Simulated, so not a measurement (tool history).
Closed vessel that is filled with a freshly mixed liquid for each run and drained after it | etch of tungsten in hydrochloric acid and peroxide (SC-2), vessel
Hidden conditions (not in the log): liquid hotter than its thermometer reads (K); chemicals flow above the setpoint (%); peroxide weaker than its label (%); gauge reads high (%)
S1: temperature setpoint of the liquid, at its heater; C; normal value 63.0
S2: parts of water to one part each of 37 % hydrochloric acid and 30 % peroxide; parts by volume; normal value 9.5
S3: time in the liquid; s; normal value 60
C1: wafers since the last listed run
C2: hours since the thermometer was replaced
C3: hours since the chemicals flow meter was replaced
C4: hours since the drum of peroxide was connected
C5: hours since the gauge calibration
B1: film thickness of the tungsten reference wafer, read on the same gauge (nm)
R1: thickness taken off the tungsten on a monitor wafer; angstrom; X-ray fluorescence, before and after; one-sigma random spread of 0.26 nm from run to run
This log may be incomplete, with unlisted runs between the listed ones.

run 1 hour=0.0 | S1=63.0 S2=7.5 S3=60 | C1=0 C2=481.4 C3=1032.9 C4=518.6 C5=985.7 | B1=100.01 | R1=358.8
-- hour=15.5 thermometer replaced
run 2 hour=102.8 | S1=63.0 S2=9.5 S3=60 | C1=9373 C2=87.3 C3=1135.7 C4=621.4 C5=1088.5 | B1=99.99 | R1=294.1
run 3 hour=145.2 | S1=63.0 S2=9.5 S3=60 | C1=3903 C2=129.7 C3=1178.1 C4=663.8 C5=1130.9 | B1=99.98 | R1=301.7
run 4 hour=237.9 | S1=63.0 S2=9.5 S3=60 | C1=8535 C2=222.4 C3=1270.8 C4=756.5 C5=1223.6 | B1=100.01 | R1=298.6
run 5 hour=298.9 | S1=63.0 S2=9.5 S3=60 | C1=5616 C2=283.4 C3=1331.8 C4=817.5 C5=1284.6 | B1=100.00 | R1=300.1
run 6 hour=390.0 | S1=63.0 S2=9.5 S3=60 | C1=8387 C2=374.5 C3=1422.9 C4=908.6 C5=1375.7 | B1=100.00 | R1=304.0
run 7 hour=498.5 | S1=63.0 S2=9.5 S3=60 | C1=9990 C2=483.0 C3=1531.4 C4=1017.1 C5=1484.2 | B1=100.02 | R1=301.7
-- hour=504.1 thermometer replaced
run 8 hour=563.6 | S1=63.0 S2=9.5 S3=60 | C1=5901 C2=59.5 C3=1596.5 C4=1082.2 C5=1549.3 | B1=100.01 | R1=303.5
-- hour=637.0 new drum of peroxide connected
run 9 hour=669.2 | S1=63.0 S2=9.5 S3=60 | C1=9630 C2=165.1 C3=1702.1 C4=32.2 C5=1654.9 | B1=99.99 | R1=306.9
run 10 hour=723.6 | S1=63.0 S2=9.5 S3=60 | C1=5008 C2=219.5 C3=1756.5 C4=86.6 C5=1709.3 | B1=100.00 | R1=300.8
run 11 hour=822.9 | S1=63.0 S2=9.5 S3=60 | C1=9142 C2=318.8 C3=1855.8 C4=185.9 C5=1808.6 | B1=99.99 | R1=304.8
-- hour=862.2 gauge calibrated
-- hour=912.0 chemicals flow meter replaced
run 12 hour=964.2 | S1=63.0 S2=9.5 S3=60 | C1=12917 C2=460.1 C3=52.2 C4=327.2 C5=102.0 | B1=100.02 | R1=289.3
-- hour=1004.2 thermometer replaced
run 13 hour=1005.8 | S1=63.0 S2=14.5 S3=50 | C1=3738 C2=1.6 C3=93.8 C4=368.8 C5=143.6 | B1=100.00 | R1=169.9
run 14 hour=1077.7 | S1=54.5 S2=5.0 S3=90 | C1=6620 C2=73.5 C3=165.7 C4=440.7 C5=215.5 | B1=100.00 | R1=420.7
run 15 hour=1146.9 | S1=53.0 S2=13.5 S3=40 | C1=6371 C2=142.7 C3=234.9 C4=509.9 C5=284.7 | B1=99.99 | R1=76.1
run 16 hour=1225.1 | S1=65.5 S2=6.5 S3=40 | C1=7200 C2=220.9 C3=313.1 C4=588.1 C5=362.9 | B1=100.00 | R1=308.1
run 17 hour=1286.5 | S1=72.0 S2=5.0 S3=45 | C1=5653 C2=282.3 C3=374.5 C4=649.5 C5=424.3 | B1=100.00 | R1=613.9
run 18 hour=1351.1 | S1=63.0 S2=8.0 S3=80 | C1=5947 C2=346.9 C3=439.1 C4=714.1 C5=488.9 | B1=100.00 | R1=448.2
run 19 hour=1414.4 | S1=70.0 S2=9.5 S3=75 | C1=5828 C2=410.2 C3=502.4 C4=777.4 C5=552.2 | B1=100.01 | R1=562.9
run 20 hour=1487.2 | S1=63.0 S2=14.5 S3=60 | C1=6702 C2=483.0 C3=575.2 C4=850.2 C5=625.0 | B1=99.99 | R1=208.3
run 21 hour=1542.2 | S1=54.5 S2=14.5 S3=75 | C1=5064 C2=538.0 C3=630.2 C4=905.2 C5=680.0 | B1=100.01 | R1=148.9
-- hour=1574.7 thermometer replaced
run 22 hour=1623.7 | S1=63.0 S2=9.5 S3=60 | C1=7411 C2=49.0 C3=711.7 C4=986.7 C5=761.5 | B1=100.01 | R1=295.0
run 23 hour=1664.3 | S1=59.5 S2=12.5 S3=35 | C1=3738 C2=89.6 C3=752.3 C4=1027.3 C5=802.1 | B1=99.99 | R1=109.9
run 24 hour=1722.8 | S1=63.0 S2=9.5 S3=60 | C1=5386 C2=148.1 C3=810.8 C4=1085.8 C5=860.6 | B1=99.99 | R1=299.4
run 25 hour=1830.3 | S1=63.0 S2=9.5 S3=60 | C1=9897 C2=255.6 C3=918.3 C4=1193.3 C5=968.1 | B1=100.00 | R1=297.1
run 26 hour=1869.4 | S1=60.0 S2=9.5 S3=85 | C1=3600 C2=294.7 C3=957.4 C4=1232.4 C5=1007.2 | B1=99.99 | R1=347.3
-- hour=1886.3 new drum of peroxide connected
run 27 hour=1963.0 | S1=63.0 S2=11.5 S3=60 | C1=8526 C2=388.3 C3=1051.0 C4=76.7 C5=1100.8 | B1=100.00 | R1=255.4
run 28 hour=2019.2 | S1=63.0 S2=7.0 S3=80 | C1=5174 C2=444.5 C3=1107.2 C4=132.9 C5=1157.0 | B1=100.02 | R1=506.7
run 29 hour=2057.5 | S1=65.5 S2=9.5 S3=60 | C1=3526 C2=482.8 C3=1145.5 C4=171.2 C5=1195.3 | B1=99.99 | R1=349.4
-- hour=2091.8 thermometer replaced
run 30 hour=2099.5 | S1=63.0 S2=4.5 S3=40 | C1=3775 C2=7.7 C3=1187.5 C4=213.2 C5=1237.3 | B1=100.00 | R1=347.6

Consider 4 possible next runs. They are alternatives, not a sequence: every one starts from the tool as it was left by run 30. What does each give?
run A hour=2100.2 | S1=63.0 S2=9.5 S3=45 | C1=64 C2=8.4 C3=1188.2 C4=213.9 C5=1238.0 | B1=? | R1=?
run B hour=2100.2 | S1=60.0 S2=13.0 S3=60 | C1=64 C2=8.4 C3=1188.2 C4=213.9 C5=1238.0 | B1=? | R1=?
run C hour=2100.2 | S1=63.0 S2=6.5 S3=40 | C1=64 C2=8.4 C3=1188.2 C4=213.9 C5=1238.0 | B1=? | R1=?
run D hour=2100.2 | S1=54.0 S2=5.5 S3=85 | C1=64 C2=8.4 C3=1188.2 C4=213.9 C5=1238.0 | B1=? | R1=?

run=A B1=99.99 R1=228.4
run=B B1=99.99 R1=194.2
run=C B1=99.99 R1=273.8
run=D B1=99.99 R1=372.4
With no hidden state in the tool, these same runs would have given:
run=A R1=219.1
run=B R1=185.8
run=C R1=263.5
run=D R1=358.9
